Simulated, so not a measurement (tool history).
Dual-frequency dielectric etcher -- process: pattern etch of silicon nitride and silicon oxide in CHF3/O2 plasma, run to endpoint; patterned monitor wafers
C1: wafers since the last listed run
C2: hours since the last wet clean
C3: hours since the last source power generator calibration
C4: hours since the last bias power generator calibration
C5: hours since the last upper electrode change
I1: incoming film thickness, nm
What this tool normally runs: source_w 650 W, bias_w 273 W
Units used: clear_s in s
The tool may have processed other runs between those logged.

run 1 hour=0.0 | source_w=650 bias_w=273 | C1=0 C2=22.4 C3=3777.8 C4=1195.3 C5=5768.6 | I1=231.8 | clear_s=139.6
run 2 hour=32.2 | source_w=650 bias_w=322 | C1=309 C2=54.6 C3=3810.0 C4=1227.5 C5=5800.8 | I1=228.5 | clear_s=127.9
run 3 hour=48.9 | source_w=650 bias_w=322 | C1=160 C2=71.3 C3=3826.7 C4=1244.2 C5=5817.5 | I1=231.9 | clear_s=129.4
run 4 hour=78.0 | source_w=650 bias_w=273 | C1=279 C2=100.4 C3=3855.8 C4=1273.3 C5=5846.6 | I1=227.5 | clear_s=136.9
run 5 hour=99.8 | source_w=650 bias_w=273 | C1=209 C2=122.2 C3=3877.6 C4=1295.1 C5=5868.4 | I1=226.1 | clear_s=136.8
run 6 hour=135.1 | source_w=560 bias_w=238 | C1=338 C2=157.5 C3=3912.9 C4=1330.4 C5=5903.7 | I1=230.6 | clear_s=158.5
run 7 hour=149.4 | source_w=560 bias_w=238 | C1=137 C2=171.8 C3=3927.2 C4=1344.7 C5=5918.0 | I1=227.8 | clear_s=156.7
run 8 hour=176.6 | source_w=650 bias_w=273 | C1=261 C2=199.0 C3=3954.4 C4=1371.9 C5=5945.2 | I1=230.3 | clear_s=138.9
run 9 hour=200.6 | source_w=650 bias_w=273 | C1=230 C2=223.0 C3=3978.4 C4=1395.9 C5=5969.2 | I1=228.7 | clear_s=137.5
run 10 hour=225.2 | source_w=650 bias_w=273 | C1=236 C2=247.6 C3=4003.0 C4=1420.5 C5=5993.8 | I1=230.7 | clear_s=138.8
run 11 hour=245.4 | source_w=570 bias_w=312 | C1=193 C2=267.8 C3=4023.2 C4=1440.7 C5=6014.0 | I1=230.7 | clear_s=137.8
run 12 hour=264.2 | source_w=570 bias_w=312 | C1=180 C2=286.6 C3=4042.0 C4=1459.5 C5=6032.8 | I1=232.1 | clear_s=139.1
run 13 hour=344.5 | source_w=650 bias_w=273 | C1=770 C2=366.9 C3=4122.3 C4=1539.8 C5=6113.1 | I1=229.2 | clear_s=137.3
run 14 hour=374.9 | source_w=650 bias_w=273 | C1=291 C2=397.3 C3=4152.7 C4=1570.2 C5=6143.5 | I1=233.0 | clear_s=139.8
run 15 hour=406.0 | source_w=710 bias_w=245 | C1=298 C2=428.4 C3=4183.8 C4=1601.3 C5=6174.6 | I1=232.1 | clear_s=141.6
-- hour=449.2 upper electrode replaced, of another model than before
-- hour=461.8 wet clean of the chamber
run 16 hour=475.9 | source_w=800 bias_w=214 | C1=319 C2=14.1 C3=4253.7 C4=1671.2 C5=26.7 | I1=230.4 | clear_s=151.5
run 17 hour=489.2 | source_w=650 bias_w=273 | C1=127 C2=27.4 C3=4267.0 C4=1684.5 C5=40.0 | I1=231.0 | clear_s=135.7
run 18 hour=515.3 | source_w=540 bias_w=306 | C1=250 C2=53.5 C3=4293.1 C4=1710.6 C5=66.1 | I1=230.9 | clear_s=141.3
run 19 hour=545.0 | source_w=650 bias_w=322 | C1=285 C2=83.2 C3=4322.8 C4=1740.3 C5=95.8 | I1=229.5 | clear_s=117.7
run 20 hour=563.3 | source_w=650 bias_w=221 | C1=175 C2=101.5 C3=4341.1 C4=1758.6 C5=114.1 | I1=232.5 | clear_s=167.9
-- hour=581.2 bias power generator calibrated
-- hour=584.1 source power generator calibrated
run 21 hour=593.4 | source_w=650 bias_w=317 | C1=223 C2=131.6 C3=9.3 C4=12.2 C5=144.2 | I1=230.6 | clear_s=125.9
run 22 hour=616.0 | source_w=530 bias_w=232 | C1=216 C2=154.2 C3=31.9 C4=34.8 C5=166.8 | I1=232.2 | clear_s=192.3
run 23 hour=717.4 | source_w=610 bias_w=227 | C1=973 C2=255.6 C3=133.3 C4=136.2 C5=268.2 | I1=229.2 | clear_s=174.6
run 24 hour=801.8 | source_w=650 bias_w=273 | C1=810 C2=340.0 C3=217.7 C4=220.6 C5=352.6 | I1=230.2 | clear_s=140.7

What if the next run were any one of these 3? Each begins from the tool's condition after run 24:
run A hour=802.3 | source_w=650 bias_w=273 | C1=4 C2=340.5 C3=218.2 C4=221.1 C5=353.1 | I1=231.9 | clear_s=?
run B hour=802.3 | source_w=720 bias_w=250 | C1=4 C2=340.5 C3=218.2 C4=221.1 C5=353.1 | I1=231.9 | clear_s=?
run C hour=802.3 | source_w=720 bias_w=273 | C1=4 C2=340.5 C3=218.2 C4=221.1 C5=353.1 | I1=231.9 | clear_s=?

run=A clear_s=142.2
run=B clear_s=143.8
run=C clear_s=133.1
What these runs would have given with no unlogged condition in the tool:
run=A clear_s=142.6
run=B clear_s=144.2
run=C clear_s=133.6
